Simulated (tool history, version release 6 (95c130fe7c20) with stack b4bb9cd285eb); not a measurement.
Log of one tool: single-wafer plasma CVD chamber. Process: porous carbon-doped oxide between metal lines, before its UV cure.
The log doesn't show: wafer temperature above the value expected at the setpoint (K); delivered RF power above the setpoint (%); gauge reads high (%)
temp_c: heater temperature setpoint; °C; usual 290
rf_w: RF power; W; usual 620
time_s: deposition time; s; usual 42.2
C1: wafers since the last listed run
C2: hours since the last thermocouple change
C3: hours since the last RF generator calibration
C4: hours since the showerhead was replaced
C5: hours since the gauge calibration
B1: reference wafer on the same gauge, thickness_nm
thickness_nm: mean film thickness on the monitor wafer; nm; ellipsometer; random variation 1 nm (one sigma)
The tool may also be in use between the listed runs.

Run 1, hour 0: usual settings; C1 0; C2 759.5; C3 559.8; C4 4202.6; C5 503.7; B1 268.899. Result: thickness_nm 298.788 nm.
Run 2, hour 33.1: usual settings; C1 598; C2 792.6; C3 592.9; C4 4235.7; C5 536.8; B1 268.826. Result: thickness_nm 301.701 nm.
Run 3, hour 69.3: usual settings; C1 654; C2 828.8; C3 629.1; C4 4271.9; C5 573; B1 268.895. Result: thickness_nm 299.535 nm.
Run 4, hour 118.3: usual settings; C1 885; C2 877.8; C3 678.1; C4 4320.9; C5 622; B1 269.025. Result: thickness_nm 297.062 nm.
Run 5, hour 186.5: usual settings but time_s 38.5 s; C1 1232; C2 946; C3 746.3; C4 4389.1; C5 690.2; B1 269.006. Result: thickness_nm 271.217 nm.
Run 6, hour 236.3: usual settings but time_s 44.2 s; C1 899; C2 995.8; C3 796.1; C4 4438.9; C5 740; B1 268.821. Result: thickness_nm 312 nm.
Run 7, hour 301.4: usual settings; C1 1176; C2 1060.9; C3 861.2; C4 4504; C5 805.1; B1 269.043. Result: thickness_nm 295.655 nm.
Run 8, hour 334.8: usual settings; C1 603; C2 1094.3; C3 894.6; C4 4537.4; C5 838.5; B1 269.223. Result: thickness_nm 295.506 nm.
Run 9, hour 403.1: usual settings; C1 1233; C2 1162.6; C3 962.9; C4 4605.7; C5 906.8; B1 268.845. Result: thickness_nm 294.902 nm.
Run 10, hour 428.5: usual settings; C1 458; C2 1188; C3 988.3; C4 4631.1; C5 932.2; B1 268.866. Result: thickness_nm 293.651 nm.
At hour 471.8: thermocouple changed; heater temperature recalibrated.
Run 11, hour 474.3: usual settings; C1 682; C2 2.5; C3 1034.1; C4 4676.9; C5 978; B1 269.05. Result: thickness_nm 303 nm.
Run 12, hour 520.5: usual settings; C1 834; C2 48.7; C3 1080.3; C4 4723.1; C5 1024.2; B1 268.954. Result: thickness_nm 301.417 nm.
At hour 545.8: showerhead replaced.
Run 13, hour 621.4: usual settings; C1 1678; C2 149.6; C3 1181.2; C4 75.6; C5 1125.1; B1 268.99. Result: thickness_nm 299.51 nm.
Run 14, hour 666.2: usual settings; C1 809; C2 194.4; C3 1226; C4 120.4; C5 1169.9; B1 269.029. Result: thickness_nm 300.077 nm.
Run 15, hour 734.6: usual settings but rf_w 540 W; C1 1235; C2 262.8; C3 1294.4; C4 188.8; C5 1238.3; B1 269.251. Result: thickness_nm 271.079 nm.
Run 16, hour 761.9: usual settings but rf_w 540 W; C1 493; C2 290.1; C3 1321.7; C4 216.1; C5 1265.6; B1 269.207. Result: thickness_nm 268.379 nm.
Run 17, hour 801.4: usual settings but time_s 46.5 s; C1 713; C2 329.6; C3 1361.2; C4 255.6; C5 1305.1; B1 269.307. Result: thickness_nm 328.765 nm.
Run 18, hour 827.3: usual settings but temp_c 304 °C, time_s 48.3 s; C1 467; C2 355.5; C3 1387.1; C4 281.5; C5 1331; B1 269.121. Result: thickness_nm 312.081 nm.
Run 19, hour 890.3: usual settings but rf_w 545 W, time_s 49.6 s; C1 1138; C2 418.5; C3 1450.1; C4 344.5; C5 1394; B1 268.978. Result: thickness_nm 318.945 nm.
Run 20, hour 953.8: usual settings but rf_w 560 W; C1 1147; C2 482; C3 1513.6; C4 408; C5 1457.5; B1 269.109. Result: thickness_nm 276.37 nm.

Forecast run 21:
Run 21, hour 1016.8: usual settings; C1 1138; C2 545; C3 1576.6; C4 471; C5 1520.5; B1 ?. Result: thickness_nm ?.

{"run 21": {"B1": 269.078, "thickness_nm": 298.872}}
Without the tool's hidden state the same run would have given thickness_nm 310.916 nm.
